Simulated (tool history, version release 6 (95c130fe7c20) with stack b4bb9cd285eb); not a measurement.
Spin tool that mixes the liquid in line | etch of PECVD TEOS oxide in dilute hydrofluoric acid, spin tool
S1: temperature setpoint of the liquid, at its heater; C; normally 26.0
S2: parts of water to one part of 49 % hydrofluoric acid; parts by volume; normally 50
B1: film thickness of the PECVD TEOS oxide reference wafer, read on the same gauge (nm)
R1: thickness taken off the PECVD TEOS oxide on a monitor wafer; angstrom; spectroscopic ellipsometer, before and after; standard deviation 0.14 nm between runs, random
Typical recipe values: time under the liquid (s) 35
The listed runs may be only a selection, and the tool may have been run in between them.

Run 1, hour 0.0: usual settings; B1 50.01. Result: R1 180.2 angstrom.
Run 2, hour 31.0: usual settings; B1 50.00. Result: R1 177.4 angstrom.
Run 3, hour 59.8: usual settings; B1 50.02. Result: R1 179.6 angstrom.
Run 4, hour 78.0: usual settings; B1 50.00. Result: R1 178.6 angstrom.
Run 5, hour 94.1: usual settings; B1 50.01. Result: R1 177.7 angstrom.
Run 6, hour 125.3: usual settings; B1 49.99. Result: R1 178.4 angstrom.
Run 7, hour 150.1: usual settings but time under the liquid (s) 30; B1 50.02. Result: R1 152.4 angstrom.
Run 8, hour 164.0: usual settings; B1 50.00. Result: R1 178.9 angstrom.
Run 9, hour 192.1: usual settings; B1 50.00. Result: R1 177.5 angstrom.
Run 10, hour 260.7: usual settings; B1 50.00. Result: R1 175.1 angstrom.
Run 11, hour 290.4: usual settings; B1 49.99. Result: R1 175.3 angstrom.
Run 12, hour 324.7: usual settings; B1 50.00. Result: R1 176.1 angstrom.
At hour 338.5: gauge calibrated.
At hour 346.6: hydrofluoric acid flow meter replaced.
Run 13, hour 350.5: usual settings; B1 50.02. Result: R1 201.0 angstrom.
Run 14, hour 362.7: usual settings; B1 49.98. Result: R1 199.6 angstrom.
Run 15, hour 379.7: usual settings but S1 24.5 C, S2 65 parts by volume, time under the liquid (s) 20; B1 50.00. Result: R1 80.9 angstrom.
Run 16, hour 406.2: usual settings but S1 28.0 C, S2 75 parts by volume; B1 50.02. Result: R1 138.4 angstrom.
Run 17, hour 435.6: usual settings; B1 50.00. Result: R1 198.8 angstrom.
Run 18, hour 457.1: usual settings but S1 24.0 C, S2 30 parts by volume, time under the liquid (s) 20; B1 50.01. Result: R1 179.8 angstrom.
At hour 472.9: thermometer replaced.
Run 19, hour 492.3: usual settings but S1 29.5 C; B1 49.98. Result: R1 227.9 angstrom.
Run 20, hour 523.4: usual settings; B1 50.01. Result: R1 197.3 angstrom.
Run 21, hour 548.7: usual settings; B1 50.01. Result: R1 198.1 angstrom.
Run 22, hour 568.3: usual settings but S1 30.0 C, S2 55 parts by volume, time under the liquid (s) 20; B1 49.99. Result: R1 119.5 angstrom.
Run 23, hour 641.9: usual settings; B1 50.01. Result: R1 197.2 angstrom.
Run 24, hour 654.9: usual settings but S1 29.5 C, S2 35 parts by volume, time under the liquid (s) 20; B1 49.97. Result: R1 188.7 angstrom.
Run 25, hour 689.4: usual settings; B1 49.98. Result: R1 196.4 angstrom.
Run 26, hour 716.5: usual settings; B1 49.99. Result: R1 195.5 angstrom.
Run 27, hour 742.4: usual settings but S2 75 parts by volume, time under the liquid (s) 25; B1 49.97. Result: R1 89.9 angstrom.
Run 28, hour 767.3: usual settings but S2 45 parts by volume, time under the liquid (s) 40; B1 50.00. Result: R1 250.1 angstrom.
Run 29, hour 802.7: usual settings but S1 29.5 C, S2 60 parts by volume, time under the liquid (s) 45; B1 49.97. Result: R1 236.4 angstrom.

What if the next run were any one of these 4? Each begins from the tool's condition after run 29:
Run A, hour 803.1: usual settings but S1 22.5 C; B1 ?. Result: R1 ?.
Run B, hour 803.1: usual settings but S1 28.5 C, S2 65 parts by volume, time under the liquid (s) 45; B1 ?. Result: R1 ?.
Run C, hour 803.1: usual settings but S1 21.5 C, S2 75 parts by volume, time under the liquid (s) 30; B1 ?. Result: R1 ?.
Run D, hour 803.1: usual settings but S2 30 parts by volume, time under the liquid (s) 45; B1 ?. Result: R1 ?.

run     B1     R1
  A  50.01  170.7
  B  50.01  210.6
  C  50.01   90.6
  D  50.01  434.7
Without the tool's hidden state the same runs would have given:
run     R1
  A  176.2
  B  217.5
  C   93.6
  D  448.3
